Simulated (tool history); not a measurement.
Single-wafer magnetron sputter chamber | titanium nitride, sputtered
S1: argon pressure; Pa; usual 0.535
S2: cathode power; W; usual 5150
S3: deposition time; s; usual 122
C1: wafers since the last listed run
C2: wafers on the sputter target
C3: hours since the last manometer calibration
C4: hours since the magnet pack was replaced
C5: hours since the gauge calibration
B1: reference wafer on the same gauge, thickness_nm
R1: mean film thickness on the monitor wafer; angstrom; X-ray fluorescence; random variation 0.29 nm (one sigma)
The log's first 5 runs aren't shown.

run	hour	S1	S2	S3	C1	C2	C3	C4	C5	B1	R1
6	247.2	0.535	5150	122	280	2451	941.3	9495.9	132.1	100.928	1054.95
7	277.2	0.535	5150	122	336	2788	971.3	9525.9	162.1	101.033	1049.86
8	344.0	0.535	5150	122	750	3538	1038.1	9592.7	228.9	100.980	1046.47
# hour 406.2: sputter target and shields replaced
9	438.9	0.535	5150	115	975	367	1133.0	9687.6	323.8	101.059	1016.36
10	490.5	0.694	5150	122	579	946	1184.6	9739.2	375.4	100.981	991.35
# hour 521.2: capacitance manometer re-zeroed and calibrated
11	530.0	0.535	5150	122	353	1300	8.8	9778.7	414.9	101.013	1065.05
12	554.4	0.535	5150	122	273	1574	33.2	9803.1	439.3	101.014	1060.04
13	587.8	0.535	5150	122	375	1949	66.6	9836.5	472.7	101.081	1058.95
14	656.1	0.535	5150	122	766	2716	134.9	9904.8	541.0	101.015	1056.07
15	682.3	0.535	5150	122	294	3010	161.1	9931.0	567.2	101.016	1049.30
# hour 710.9: sputter target and shields replaced
16	730.8	0.535	5150	122	454	223	209.6	9979.5	615.7	100.944	1075.47
17	759.8	0.720	5150	114	325	549	238.6	10008.5	644.7	100.953	911.96
18	831.3	0.535	3950	136	802	1351	310.1	10080.0	716.2	101.048	909.99
19	862.3	0.331	4200	107	348	1700	341.1	10111.0	747.2	100.973	845.54
20	967.5	0.389	4550	130	1181	2881	446.3	10216.2	852.4	101.033	1065.49
# hour 999.1: sputter target and shields replaced
21	1021.6	0.535	5150	122	517	253	500.4	10270.3	906.5	101.038	1074.00
22	1089.1	0.640	5550	103	757	1010	567.9	10337.8	974.0	100.946	924.09
# hour 1095.0: gauge calibrated
23	1147.7	0.323	6050	135	658	1669	626.5	10396.4	52.7	101.040	1547.39
# hour 1183.5: magnet pack replaced
24	1184.0	0.535	4300	111	317	1986	662.8	0.5	89.0	100.933	803.71
25	1229.5	0.679	5500	129	510	2497	708.3	46.0	134.5	101.071	1113.99
26	1267.3	0.378	4350	107	424	2922	746.1	83.8	172.3	101.073	845.15
27	1293.3	0.468	5550	141	291	3214	772.1	109.8	198.3	100.928	1358.51
# hour 1314.9: sputter target and shields replaced
28	1334.3	0.535	6100	100	370	217	813.1	150.8	239.3	100.995	1050.43
29	1373.5	0.535	5150	122	440	657	852.3	190.0	278.5	101.017	1074.26

Forecast run 30:
30	1413.5	0.678	6050	130	449	1106	892.3	230.0	318.5	?	?

Run 30 gave B1 100.969, R1 1248.74 angstrom.
Without the tool's hidden state the same run would have given R1 1261.94 angstrom.
